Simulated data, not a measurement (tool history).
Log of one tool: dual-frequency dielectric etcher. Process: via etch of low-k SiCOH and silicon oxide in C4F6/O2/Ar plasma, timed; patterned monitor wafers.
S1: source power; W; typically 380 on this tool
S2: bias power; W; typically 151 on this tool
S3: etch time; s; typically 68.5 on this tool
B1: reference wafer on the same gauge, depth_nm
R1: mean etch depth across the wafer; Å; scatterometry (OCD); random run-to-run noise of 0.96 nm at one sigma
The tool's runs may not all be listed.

run,hour,S1,S2,S3,B1,R1
1,0,380,139,68.5,166.3,1832
2,11.8,380,139,68.5,165.7,1824
3,27.7,380,151,68.5,166.1,1869
4,34.6,380,151,68.5,166.1,1874
# hour 75.1: wet clean of the chamber
5,75.6,380,151,68.5,165.9,1759
6,75.9,380,151,68.5,166.1,1766
7,82,380,151,68.5,166.4,1746
8,98,380,151,68.5,166.1,1766
9,106.2,380,151,68.5,166,1777
# hour 112.4: bias power generator calibrated
10,112.8,380,162,60,165.8,1572
# hour 155: gauge calibrated
# hour 176.1: upper electrode replaced
# hour 179.5: source power generator calibrated
11,180,380,151,68.5,165.9,1793
12,180.3,380,151,68.5,165.9,1777
13,180.9,380,162,68.5,166,1797
14,195.3,480,122,68.5,166,1862
15,206.5,440,151,68.5,166.1,1888
16,217.5,380,141,68.5,166,1742
17,231.8,460,120,58.5,165.9,1568
18,247.4,380,151,68.5,166.3,1790

Here are 3 independent what-if runs from the current tool condition. What would each one return?
A,247.8,380,151,68.5,?,?
B,247.8,380,119,68.5,?,?
C,247.8,350,151,83.5,?,?

run,B1,R1
A,166.2,1811
B,166.2,1714
C,166.2,2145
Without the tool's unlogged condition, the same runs would have read:
run,R1
A,1780
B,1685
C,2109
